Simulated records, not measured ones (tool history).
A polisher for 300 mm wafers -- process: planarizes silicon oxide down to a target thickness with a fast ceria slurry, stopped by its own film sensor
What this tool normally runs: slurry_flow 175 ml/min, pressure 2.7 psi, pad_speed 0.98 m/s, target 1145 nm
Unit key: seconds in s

run,hour,slurry_flow,pressure,pad_speed,target,wafers since the last listed run,wafers polished on this pad,hours since the slurry nozzle was cleaned,hours since the head pressure was calibrated,"incoming thickness of the incoming film, nm",seconds
1,0.0,175,2.7,0.98,1145,0,2626,62.2,41.4,2597.3,94.3
2,98.9,175,2.7,0.98,1145,1062,3689,161.1,140.3,2584.1,94.8
3,143.9,175,3.0,0.98,1145,483,4172,206.1,185.3,2633.2,91.9
4,236.3,175,2.7,0.98,1274,992,5164,298.5,277.7,2542.0,90.2
# hour 322.4: worn pad replaced by a new one
5,334.3,175,2.7,0.98,1274,1009,127,396.5,375.7,2590.3,84.2
6,440.3,150,2.7,0.98,828,1138,1265,502.5,481.7,2604.3,122.6
7,496.8,175,2.7,0.98,1145,606,1872,559.0,538.2,2589.7,97.5
# hour 529.9: slurry nozzle cleaned
8,545.5,175,2.7,0.98,1145,512,2385,15.6,586.9,2614.2,92.0
9,619.9,175,2.7,0.98,1145,799,3184,90.0,661.3,2578.8,94.2
10,676.3,215,2.7,0.98,1145,605,3789,146.4,717.7,2593.8,93.2
11,767.4,215,2.7,0.98,1145,978,4768,237.5,808.8,2566.0,94.5
# hour 771.6: head pressure recalibrated
12,854.2,160,2.7,1.10,1145,910,5679,324.3,82.6,2617.3,92.4
13,916.5,160,2.7,1.10,1145,669,6348,386.6,144.9,2584.4,89.2
# hour 954.2: worn pad replaced by a new one
14,1016.3,160,2.7,1.10,1145,1028,666,486.4,244.7,2565.2,83.0
15,1084.6,175,2.7,0.98,1145,733,1400,554.7,313.0,2579.6,92.4
# hour 1132.9: slurry nozzle cleaned
16,1157.9,175,2.7,0.98,1145,776,2176,25.0,386.3,2592.3,89.4
17,1251.9,220,2.7,0.98,978,1009,3186,119.0,480.3,2561.4,98.9
18,1305.7,150,3.2,0.88,1310,577,3764,172.8,534.1,2590.0,84.9

Run 19 has not been measured yet. What should we expect?
19,1373.5,120,2.1,0.98,1145,728,4492,240.6,601.9,2586.6,?

seconds: 122.8 s
On a tool with no hidden condition, and with the same random variation, this run would have come out at seconds 107.9 s.
